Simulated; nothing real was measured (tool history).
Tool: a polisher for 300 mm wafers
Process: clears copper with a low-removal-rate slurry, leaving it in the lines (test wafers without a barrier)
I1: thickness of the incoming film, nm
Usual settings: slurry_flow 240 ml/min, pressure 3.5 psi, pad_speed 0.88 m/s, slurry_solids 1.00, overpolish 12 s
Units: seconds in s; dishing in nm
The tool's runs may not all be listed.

Run 1, day 0.000: usual settings; I1 250.6. Result: seconds 93.4 s, dishing 25.3 nm.
Run 2, day 1.683: usual settings but slurry_solids 1.20; I1 248.4. Result: seconds 89.8 s, dishing 26.0 nm.
Run 3, day 3.133: usual settings but slurry_solids 1.20; I1 247.3. Result: seconds 92.5 s, dishing 26.5 nm.
At day 5.058: slurry blender recalibrated, repeated, since the last time left the tool worse.
Run 4, day 5.446: usual settings; I1 240.0. Result: seconds 83.5 s, dishing 26.7 nm.
Run 5, day 6.817: usual settings but pad_speed 1.10 m/s; I1 244.3. Result: seconds 73.6 s, dishing 31.7 nm.
At day 7.617: worn pad replaced by a new one.
At day 7.950: slurry nozzle cleaned.
Run 6, day 9.362: usual settings but pad_speed 1.10 m/s; I1 243.2. Result: seconds 75.7 s, dishing 30.6 nm.
Run 7, day 11.817: usual settings; I1 248.3. Result: seconds 87.9 s, dishing 26.0 nm.
Run 8, day 14.008: usual settings; I1 246.4. Result: seconds 87.5 s, dishing 27.1 nm.
Run 9, day 16.375: usual settings; I1 240.5. Result: seconds 83.8 s, dishing 26.2 nm.
Run 10, day 17.596: usual settings; I1 243.0. Result: seconds 87.7 s, dishing 25.9 nm.
At day 19.750: slurry blender recalibrated.
Run 11, day 20.050: usual settings but overpolish 18 s; I1 241.8. Result: seconds 86.3 s, dishing 36.8 nm.
At day 20.375: worn pad replaced by a new one.
Run 12, day 21.062: usual settings but slurry_flow 270 ml/min, pad_speed 0.64 m/s, slurry_solids 1.15, overpolish 15 s; I1 246.8. Result: seconds 101.2 s, dishing 29.0 nm.
Run 13, day 23.992: usual settings; I1 242.4. Result: seconds 85.5 s, dishing 27.3 nm.
Run 14, day 25.554: usual settings; I1 244.0. Result: seconds 86.7 s, dishing 27.4 nm.
Run 15, day 27.158: usual settings but slurry_flow 200 ml/min, pressure 3.0 psi, slurry_solids 1.15, overpolish 15 s; I1 245.5. Result: seconds 100.1 s, dishing 28.0 nm.
Run 16, day 28.738: usual settings; I1 241.5. Result: seconds 87.8 s, dishing 26.5 nm.
At day 30.221: slurry nozzle cleaned.
Run 17, day 31.625: usual settings but slurry_flow 210 ml/min, pressure 4.6 psi, slurry_solids 0.85; I1 242.4. Result: seconds 70.2 s, dishing 30.9 nm.
At day 32.192: head pressure recalibrated.
Run 18, day 33.142: usual settings but slurry_flow 165 ml/min, pad_speed 0.66 m/s; I1 247.1. Result: seconds 116.4 s, dishing 20.7 nm.
At day 35.000: worn pad replaced by a new one.
Run 19, day 35.317: usual settings but slurry_flow 190 ml/min, slurry_solids 0.70; I1 250.3. Result: seconds 100.5 s, dishing 23.8 nm.
At day 35.504: slurry blender recalibrated.
Run 20, day 37.842: usual settings but slurry_flow 315 ml/min, pressure 3.8 psi, slurry_solids 0.80, overpolish 10 s; I1 243.1. Result: seconds 80.0 s, dishing 23.6 nm.
Run 21, day 40.167: usual settings but slurry_flow 165 ml/min; I1 243.6. Result: seconds 90.9 s, dishing 26.5 nm.
Run 22, day 42.904: usual settings but slurry_flow 325 ml/min, pressure 2.9 psi, overpolish 10 s; I1 243.8. Result: seconds 99.0 s, dishing 19.6 nm.
Run 23, day 44.512: usual settings but pressure 2.8 psi, slurry_solids 0.75; I1 241.5. Result: seconds 107.9 s, dishing 21.2 nm.
Run 24, day 47.125: usual settings; I1 241.7. Result: seconds 87.3 s, dishing 26.6 nm.
At day 48.404: worn pad replaced by a new one.
Run 25, day 49.508: usual settings but slurry_flow 165 ml/min, pad_speed 0.70 m/s, slurry_solids 0.75, overpolish 16 s; I1 239.6. Result: seconds 109.6 s, dishing 26.5 nm.
Run 26, day 50.704: usual settings but pad_speed 1.14 m/s, overpolish 18 s; I1 246.0. Result: seconds 74.9 s, dishing 44.9 nm.
At day 51.104: slurry blender recalibrated.
Run 27, day 52.200: usual settings but slurry_flow 155 ml/min, overpolish 10 s; I1 246.5. Result: seconds 92.7 s, dishing 21.2 nm.

Forecast each of these 5 alternatives for the next run:
Run A, day 52.217: usual settings but pressure 2.7 psi; I1 242.5. Result: seconds ?, dishing ?.
Run B, day 52.217: usual settings but pressure 2.6 psi; I1 242.5. Result: seconds ?, dishing ?.
Run C, day 52.217: usual settings but slurry_solids 0.85, overpolish 10 s; I1 242.5. Result: seconds ?, dishing ?.
Run D, day 52.217: usual settings but overpolish 16 s; I1 242.5. Result: seconds ?, dishing ?.
Run E, day 52.217: usual settings but slurry_flow 170 ml/min, pressure 3.8 psi; I1 242.5. Result: seconds ?, dishing ?.

run  seconds  dishing
  A    106.8     22.1
  B    110.2     21.4
  C     87.6     22.6
  D     85.6     35.3
  E     84.0     27.8
Without the tool's hidden state the same runs would have given:
run  seconds  dishing
  A    106.2     22.2
  B    109.6     21.5
  C     87.2     22.7
  D     85.2     35.4
  E     83.6     27.9
